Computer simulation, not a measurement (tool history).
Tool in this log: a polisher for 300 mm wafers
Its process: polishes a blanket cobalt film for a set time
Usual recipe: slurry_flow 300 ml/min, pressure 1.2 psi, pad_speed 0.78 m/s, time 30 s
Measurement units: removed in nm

run	hour	slurry_flow	pressure	pad_speed	time	wafers since the last listed run	wafers polished on this pad	hours since the slurry nozzle was cleaned	hours since the head pressure was calibrated	incoming thickness of the incoming film, nm	removed
1	0.0	300	1.1	0.78	30	0	776	448.6	193.0	1537.3	54.4
# hour 25.6: slurry nozzle cleaned
2	33.9	300	1.1	0.78	30	188	965	8.3	226.9	1516.3	58.4
3	53.6	275	1.2	0.78	30	113	1078	28.0	246.6	1518.6	61.5
# hour 63.1: worn pad replaced by a new one
4	139.4	275	1.2	0.78	30	469	438	113.8	332.4	1519.7	59.9
5	168.8	275	1.2	0.78	30	168	606	143.2	361.8	1507.9	58.5
6	193.3	300	1.2	0.78	30	140	747	167.7	386.3	1544.0	59.5
7	231.1	300	1.2	0.78	30	216	964	205.5	424.1	1544.8	58.8
# hour 250.8: worn pad replaced by a new one, of another model than before
8	265.0	300	1.2	0.66	30	171	81	239.4	458.0	1514.4	54.5
9	277.6	300	1.2	0.66	30	72	153	252.0	470.6	1513.6	54.8
10	298.5	300	1.2	0.66	30	119	273	272.9	491.5	1519.7	54.2
11	325.9	300	1.5	0.56	30	157	430	300.3	518.9	1489.6	61.2
12	340.8	300	1.5	0.56	30	85	516	315.2	533.8	1504.4	61.6
13	360.0	300	1.5	0.56	30	110	626	334.4	553.0	1510.3	61.3
# hour 397.9: slurry nozzle cleaned
14	416.7	260	1.2	0.78	30	319	946	18.8	609.7	1540.5	61.0
15	437.1	260	1.2	0.78	30	117	1063	39.2	630.1	1503.9	60.7
16	471.0	245	1.2	0.78	30	194	1257	73.1	664.0	1514.8	59.3
# hour 494.1: worn pad replaced by a new one
17	502.0	245	1.2	0.62	24	154	45	104.1	695.0	1524.2	41.5
18	520.3	300	1.2	0.78	35	105	150	122.4	713.3	1511.0	70.6
19	551.7	300	1.2	0.78	37	180	330	153.8	744.7	1520.1	75.0
20	619.6	300	1.4	0.78	30	389	720	221.7	812.6	1514.7	70.4
21	646.0	225	1.2	0.78	38	151	871	248.1	839.0	1507.7	75.1
22	671.5	300	1.2	0.78	30	146	1018	273.6	864.5	1551.3	60.3
# hour 682.6: worn pad replaced by a new one
# hour 693.0: head pressure recalibrated
23	694.6	300	1.2	0.78	27	98	57	296.7	1.6	1530.3	53.9
24	719.3	245	1.0	0.64	30	141	199	321.4	26.3	1542.7	44.0
25	733.4	300	0.9	0.78	30	80	279	335.5	40.4	1527.5	44.8
# hour 754.6: slurry nozzle cleaned
26	829.3	300	1.2	0.78	26	544	824	74.7	136.3	1518.0	53.0
27	858.1	230	1.4	0.78	22	165	989	103.5	165.1	1544.1	51.0
28	890.5	300	1.2	0.78	30	185	1175	135.9	197.5	1552.6	60.9
29	908.6	365	1.5	0.78	36	103	1279	154.0	215.6	1523.3	92.2
# hour 929.1: worn pad replaced by a new one
30	929.4	345	1.2	0.68	23	96	1	174.8	236.4	1524.6	42.6
31	955.3	300	1.2	0.78	30	148	150	200.7	262.3	1495.7	61.0

Per-run results on a tool with no hidden state, each run keeping its own random variation:
What the log doesn't record here: removal rate lost through wear of the pad, %; slurry flow missing at the pad, %; deviation of the head's pressure from its setpoint, %.
run	removed
1	58.7
2	58.6
3	62.2
4	61.9
5	60.9
6	62.0
7	61.6
8	55.6
9	56.0
10	55.3
11	62.6
12	62.9
13	62.7
14	61.5
15	61.3
16	60.2
17	42.3
18	71.9
19	76.6
20	72.1
21	77.3
22	61.9
23	55.3
24	45.3
25	46.0
26	53.5
27	51.7
28	61.8
29	93.6
30	43.3
31	62.2
